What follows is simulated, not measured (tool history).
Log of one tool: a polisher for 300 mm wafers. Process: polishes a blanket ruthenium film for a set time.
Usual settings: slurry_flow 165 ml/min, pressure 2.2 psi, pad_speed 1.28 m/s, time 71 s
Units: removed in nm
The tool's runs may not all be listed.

run	day	slurry_flow	pressure	pad_speed	time	incoming thickness of the incoming film, nm	removed
1	0	200	2.2	1.16	71	530.3	105.4
2	3.958	200	2.2	1.16	71	530.6	102.3
3	8.067	165	2.2	1.28	71	537.8	110.7
4	10.796	165	2.2	1.28	71	536	110.7
5	23.967	165	2.2	1.28	71	532.9	112.1
# day 25.738: slurry nozzle cleaned
6	28.342	165	2.2	1.28	71	536.4	112.1
7	29.892	165	2.2	1.28	71	533.1	110
# day 32.971: worn pad replaced by a new one
8	34.154	165	1.9	1.28	71	522.2	94.9
9	38.004	165	1.9	1.28	71	533.7	94.5
# day 40.55: head pressure recalibrated
10	41.008	165	2.2	1.28	71	526.9	109.5
11	43.962	165	2.2	1.28	71	538.3	109.8
12	46.829	165	2.2	1.28	71	519.9	109.9
13	50.029	165	1.8	1.62	62	531.4	98.9
14	53.583	165	2.2	1.28	71	527.6	109.6
15	56.6	120	1.5	1.02	52	536.9	43.6
# day 57.062: slurry nozzle cleaned
16	60.304	165	2.2	1.28	71	525.7	109.8
17	64.162	165	2.2	0.88	71	529.4	80.4
18	66.533	165	1.7	1.28	71	523.8	86.5
# day 67.396: worn pad replaced by a new one
19	69.604	165	1.8	1.58	78	532.2	120.8
20	71.654	165	2.2	1.28	71	526.9	108.8
21	75.183	165	2.2	0.86	71	535.9	78.7
22	78.904	165	2.2	1.28	86	533.9	133.3
# day 79.775: head pressure recalibrated
23	82.371	165	2.2	1.28	62	528.5	94.9
24	86.158	125	2.2	1.04	84	532	104.2
25	90.229	165	2.2	1.28	71	532.8	110.2
# day 93.288: slurry nozzle cleaned
26	93.583	165	2.2	1.28	71	526.9	107.9
27	97.3	165	2.2	1.28	71	529.8	111
28	99.667	120	1.9	0.88	57	519.8	54.2
29	103.129	205	1.6	1.28	71	537.7	82.7
# day 104.488: worn pad replaced by a new one
30	106.012	180	2.2	0.9	71	532.3	83
31	108.275	205	1.6	1.28	71	527.4	83.5
32	111.392	140	2.2	1.28	71	529.1	110.4
33	115.654	135	2.4	1.02	71	524.3	97
34	117.442	135	1.6	1.5	88	531.2	110.9
35	120.608	165	2.2	1.28	71	533.4	109.6
# day 121.558: slurry nozzle cleaned
# day 124.638: head pressure recalibrated
36	124.671	165	2.2	1.1	71	534.3	98.2
37	126.246	165	1.9	1.28	71	530.8	95.7

Forecast each of these 4 alternatives for the next run:
A	126.262	165	2.2	1.72	71	524.7	?
B	126.262	195	2.2	1.5	71	524.7	?
C	126.262	195	2.7	1.42	71	524.7	?
D	126.262	140	2.2	1.14	71	524.7	?

run	removed
A	146.6
B	132.5
C	154.9
D	99.5
Without the tool's hidden state the same runs would have given:
run	removed
A	146.6
B	132.5
C	154.9
D	99.5

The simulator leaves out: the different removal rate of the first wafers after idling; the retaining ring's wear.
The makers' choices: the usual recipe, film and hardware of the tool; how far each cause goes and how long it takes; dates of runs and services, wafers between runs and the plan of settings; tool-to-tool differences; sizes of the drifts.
